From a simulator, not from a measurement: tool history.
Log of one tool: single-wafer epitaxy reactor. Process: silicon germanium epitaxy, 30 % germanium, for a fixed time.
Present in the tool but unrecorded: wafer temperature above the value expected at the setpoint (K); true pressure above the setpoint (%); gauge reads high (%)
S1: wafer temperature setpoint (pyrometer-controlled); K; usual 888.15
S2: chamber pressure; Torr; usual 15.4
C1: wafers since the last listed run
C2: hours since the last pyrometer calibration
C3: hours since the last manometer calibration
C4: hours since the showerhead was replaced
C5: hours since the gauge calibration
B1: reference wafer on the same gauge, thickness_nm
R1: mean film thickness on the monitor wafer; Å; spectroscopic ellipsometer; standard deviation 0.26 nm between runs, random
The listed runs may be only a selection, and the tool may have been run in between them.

run	hour	S1	S2	C1	C2	C3	C4	C5	B1	R1
1	0.0	888.15	15.4	0	1252.9	2054.3	3415.3	684.5	78.317	688.89
2	44.8	888.15	15.4	935	1297.7	2099.1	3460.1	729.3	78.248	691.53
3	96.7	888.15	15.4	1083	1349.6	2151.0	3512.0	781.2	78.327	693.90
4	149.6	882.15	15.4	1104	1402.5	2203.9	3564.9	834.1	78.461	612.28
5	201.0	882.15	15.4	1073	1453.9	2255.3	3616.3	885.5	78.380	615.03
6	255.2	888.15	15.4	1131	1508.1	2309.5	3670.5	939.7	78.346	692.94
7	283.5	888.15	15.4	590	1536.4	2337.8	3698.8	968.0	78.556	687.80
8	333.5	888.15	15.4	1043	1586.4	2387.8	3748.8	1018.0	78.403	690.20
# hour 369.0: pyrometer calibrated
9	378.1	888.15	15.4	764	9.1	2432.4	3793.4	1062.6	78.586	704.53
10	418.7	888.15	17.2	847	49.7	2473.0	3834.0	1103.2	78.515	722.00
11	474.7	888.15	17.5	1169	105.7	2529.0	3890.0	1159.2	78.309	729.23
12	536.1	883.15	16.7	1281	167.1	2590.4	3951.4	1220.6	78.434	646.89
13	598.2	888.15	15.4	1296	229.2	2652.5	4013.5	1282.7	78.437	701.20
14	653.3	888.15	15.4	1150	284.3	2707.6	4068.6	1337.8	78.510	706.18
15	704.3	898.15	13.2	1064	335.3	2758.6	4119.6	1388.8	78.429	822.90
# hour 738.5: gauge calibrated
# hour 807.1: capacitance manometer re-zeroed and calibrated
16	903.8	893.15	15.4	3997	534.8	96.7	4319.1	165.3	78.295	757.15
17	969.2	900.15	15.4	1365	600.2	162.1	4384.5	230.7	78.520	867.19
18	1005.4	888.15	15.4	755	636.4	198.3	4420.7	266.9	78.384	686.18
# hour 1033.3: showerhead replaced
19	1038.2	888.15	18.3	517	669.2	231.1	4.9	299.7	78.374	721.50
20	1070.4	895.15	15.4	672	701.4	263.3	37.1	331.9	78.411	784.82
21	1096.6	888.15	18.2	546	727.6	289.5	63.3	358.1	78.410	716.80
22	1122.4	888.15	17.4	538	753.4	315.3	89.1	383.9	78.332	702.66
23	1175.2	873.15	13.0	1102	806.2	368.1	141.9	436.7	78.430	480.55
24	1208.2	888.15	15.4	688	839.2	401.1	174.9	469.7	78.324	680.53
25	1258.2	894.15	17.6	1043	889.2	451.1	224.9	519.7	78.532	801.69
26	1298.3	888.15	15.4	837	929.3	491.2	265.0	559.8	78.378	679.56
27	1350.3	888.15	15.4	1085	981.3	543.2	317.0	611.8	78.360	682.38
28	1392.8	888.15	15.4	887	1023.8	585.7	359.5	654.3	78.456	685.37
29	1460.2	888.15	15.4	1407	1091.2	653.1	426.9	721.7	78.321	684.28
30	1520.4	899.15	18.6	1256	1151.4	713.3	487.1	781.9	78.350	890.77
31	1590.9	888.15	15.4	1471	1221.9	783.8	557.6	852.4	78.376	682.81
32	1618.9	893.15	11.9	584	1249.9	811.8	585.6	880.4	78.274	706.89
33	1663.1	888.15	17.9	922	1294.1	856.0	629.8	924.6	78.342	712.01
34	1709.3	873.15	19.2	964	1340.3	902.2	676.0	970.8	78.339	533.41
35	1761.6	875.15	17.7	1091	1392.6	954.5	728.3	1023.1	78.445	544.03

Each row is a separate what-if for the run after 35, all from the same tool condition, not one after another. Results?
A	1762.0	888.15	15.4	8	1393.0	954.9	728.7	1023.5	?	?
B	1762.0	888.15	14.2	8	1393.0	954.9	728.7	1023.5	?	?
C	1762.0	888.15	11.7	8	1393.0	954.9	728.7	1023.5	?	?
D	1762.0	888.15	13.1	8	1393.0	954.9	728.7	1023.5	?	?

run	B1	R1
A	78.372	679.14
B	78.372	665.02
C	78.372	634.06
D	78.372	651.67
The same runs, with their run-to-run variation unchanged, on a tool lacking any hidden condition would have given:
run	R1
A	691.93
B	677.54
C	646.00
D	663.94
